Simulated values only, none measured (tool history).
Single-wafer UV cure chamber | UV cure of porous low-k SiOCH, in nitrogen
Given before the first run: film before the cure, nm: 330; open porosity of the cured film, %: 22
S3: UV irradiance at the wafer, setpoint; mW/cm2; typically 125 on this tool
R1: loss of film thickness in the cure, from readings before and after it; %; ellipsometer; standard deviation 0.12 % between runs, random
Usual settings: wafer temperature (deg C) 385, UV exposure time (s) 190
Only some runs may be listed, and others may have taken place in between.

run 1 day=0.000 | wafer_temperature_(deg_C)=385 UV_exposure_time_(s)=190 S3=125 | R1=12.447
run 2 day=0.646 | wafer_temperature_(deg_C)=385 UV_exposure_time_(s)=190 S3=125 | R1=12.445
run 3 day=1.704 | wafer_temperature_(deg_C)=400 UV_exposure_time_(s)=190 S3=125 | R1=12.770
run 4 day=3.200 | wafer_temperature_(deg_C)=385 UV_exposure_time_(s)=190 S3=103 | R1=11.164
run 5 day=4.138 | wafer_temperature_(deg_C)=385 UV_exposure_time_(s)=190 S3=103 | R1=11.080
run 6 day=5.129 | wafer_temperature_(deg_C)=385 UV_exposure_time_(s)=190 S3=103 | R1=11.092
run 7 day=5.750 | wafer_temperature_(deg_C)=385 UV_exposure_time_(s)=190 S3=125 | R1=12.230
run 8 day=6.462 | wafer_temperature_(deg_C)=385 UV_exposure_time_(s)=190 S3=125 | R1=12.140
run 9 day=9.279 | wafer_temperature_(deg_C)=385 UV_exposure_time_(s)=190 S3=125 | R1=11.857
run 10 day=10.012 | wafer_temperature_(deg_C)=385 UV_exposure_time_(s)=190 S3=125 | R1=11.887
run 11 day=10.688 | wafer_temperature_(deg_C)=385 UV_exposure_time_(s)=190 S3=125 | R1=11.747
-- day=11.229 quartz window cleaned
-- day=11.496 UV bulbs replaced
run 12 day=11.596 | wafer_temperature_(deg_C)=385 UV_exposure_time_(s)=190 S3=125 | R1=12.858
run 13 day=14.350 | wafer_temperature_(deg_C)=385 UV_exposure_time_(s)=190 S3=125 | R1=12.723
run 14 day=15.283 | wafer_temperature_(deg_C)=397 UV_exposure_time_(s)=260 S3=125 | R1=14.624
run 15 day=16.412 | wafer_temperature_(deg_C)=401 UV_exposure_time_(s)=250 S3=154 | R1=15.424
run 16 day=17.204 | wafer_temperature_(deg_C)=385 UV_exposure_time_(s)=190 S3=125 | R1=12.580
run 17 day=17.962 | wafer_temperature_(deg_C)=371 UV_exposure_time_(s)=290 S3=87 | R1=12.736
run 18 day=18.725 | wafer_temperature_(deg_C)=391 UV_exposure_time_(s)=120 S3=104 | R1=9.656
run 19 day=19.842 | wafer_temperature_(deg_C)=385 UV_exposure_time_(s)=230 S3=163 | R1=14.789
run 20 day=20.846 | wafer_temperature_(deg_C)=379 UV_exposure_time_(s)=265 S3=151 | R1=15.108
run 21 day=21.804 | wafer_temperature_(deg_C)=385 UV_exposure_time_(s)=190 S3=125 | R1=12.637
run 22 day=22.888 | wafer_temperature_(deg_C)=385 UV_exposure_time_(s)=190 S3=125 | R1=12.578
run 23 day=24.317 | wafer_temperature_(deg_C)=395 UV_exposure_time_(s)=95 S3=125 | R1=9.487
run 24 day=25.725 | wafer_temperature_(deg_C)=385 UV_exposure_time_(s)=270 S3=148 | R1=15.138
run 25 day=27.021 | wafer_temperature_(deg_C)=397 UV_exposure_time_(s)=190 S3=92 | R1=11.232

Predict each of these 4 candidate next runs independently; none follows another, all start after run 25:
run A day=27.042 | wafer_temperature_(deg_C)=385 UV_exposure_time_(s)=190 S3=143 | R1=?
run B day=27.042 | wafer_temperature_(deg_C)=379 UV_exposure_time_(s)=105 S3=163 | R1=?
run C day=27.042 | wafer_temperature_(deg_C)=385 UV_exposure_time_(s)=225 S3=125 | R1=?
run D day=27.042 | wafer_temperature_(deg_C)=377 UV_exposure_time_(s)=190 S3=114 | R1=?

run=A R1=13.203
run=B R1=10.813
run=C R1=13.378
run=D R1=11.914
Had the tool no hidden state, the same runs would have come out as:
run=A R1=13.632
run=B R1=11.219
run=C R1=13.808
run=D R1=12.331

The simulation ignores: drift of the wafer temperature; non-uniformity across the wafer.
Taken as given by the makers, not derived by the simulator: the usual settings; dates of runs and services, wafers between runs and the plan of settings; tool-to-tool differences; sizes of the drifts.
